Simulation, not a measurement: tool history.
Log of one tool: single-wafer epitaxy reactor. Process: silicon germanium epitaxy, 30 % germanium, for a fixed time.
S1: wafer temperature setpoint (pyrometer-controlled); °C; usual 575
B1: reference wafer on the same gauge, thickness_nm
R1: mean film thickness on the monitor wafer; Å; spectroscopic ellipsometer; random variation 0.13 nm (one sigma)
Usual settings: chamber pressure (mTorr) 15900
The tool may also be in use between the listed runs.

run 1 hour=0 | S1=575 chamber_pressure_(mTorr)=18800 | B1=29.06 | R1=339.81
run 2 hour=69.7 | S1=575 chamber_pressure_(mTorr)=15900 | B1=29.09 | R1=317.18
run 3 hour=124 | S1=575 chamber_pressure_(mTorr)=15900 | B1=29.089 | R1=314.26
run 4 hour=197.8 | S1=575 chamber_pressure_(mTorr)=13200 | B1=29.121 | R1=287.48
run 5 hour=276.5 | S1=575 chamber_pressure_(mTorr)=13200 | B1=29.087 | R1=286.97
run 6 hour=346.8 | S1=575 chamber_pressure_(mTorr)=13200 | B1=29.066 | R1=289.26
run 7 hour=383 | S1=570 chamber_pressure_(mTorr)=15900 | B1=29.091 | R1=279.71
-- hour=539.2 pyrometer calibrated
-- hour=583.4 capacitance manometer re-zeroed and calibrated
run 8 hour=624.8 | S1=570 chamber_pressure_(mTorr)=15900 | B1=29.083 | R1=286.85
run 9 hour=674.9 | S1=565 chamber_pressure_(mTorr)=15900 | B1=29.129 | R1=256.11
-- hour=831.5 gauge calibrated
run 10 hour=930.8 | S1=575 chamber_pressure_(mTorr)=15900 | B1=29.119 | R1=322.03
run 11 hour=975.9 | S1=570 chamber_pressure_(mTorr)=15900 | B1=29.047 | R1=289.18
run 12 hour=1053.3 | S1=582 chamber_pressure_(mTorr)=15900 | B1=29.068 | R1=375.08
-- hour=1088.6 showerhead replaced
run 13 hour=1099.4 | S1=575 chamber_pressure_(mTorr)=14100 | B1=29.119 | R1=302.32
run 14 hour=1193.6 | S1=581 chamber_pressure_(mTorr)=18500 | B1=29.068 | R1=393.74
run 15 hour=1254.2 | S1=590 chamber_pressure_(mTorr)=18500 | B1=29.109 | R1=473.72
run 16 hour=1325.4 | S1=575 chamber_pressure_(mTorr)=15900 | B1=29.118 | R1=321.54
run 17 hour=1539 | S1=579 chamber_pressure_(mTorr)=13300 | B1=29.068 | R1=319.03

Forecast each of these 3 alternatives for the next run:
run A hour=1539.4 | S1=575 chamber_pressure_(mTorr)=12500 | B1=? | R1=?
run B hour=1539.4 | S1=584 chamber_pressure_(mTorr)=14300 | B1=? | R1=?
run C hour=1539.4 | S1=585 chamber_pressure_(mTorr)=13800 | B1=? | R1=?

run=A B1=29.086 R1=283.28
run=B B1=29.086 R1=367.81
run=C B1=29.086 R1=369.49
Without the tool's hidden state the same runs would have given:
run=A R1=284.71
run=B R1=369.62
run=C R1=371.3

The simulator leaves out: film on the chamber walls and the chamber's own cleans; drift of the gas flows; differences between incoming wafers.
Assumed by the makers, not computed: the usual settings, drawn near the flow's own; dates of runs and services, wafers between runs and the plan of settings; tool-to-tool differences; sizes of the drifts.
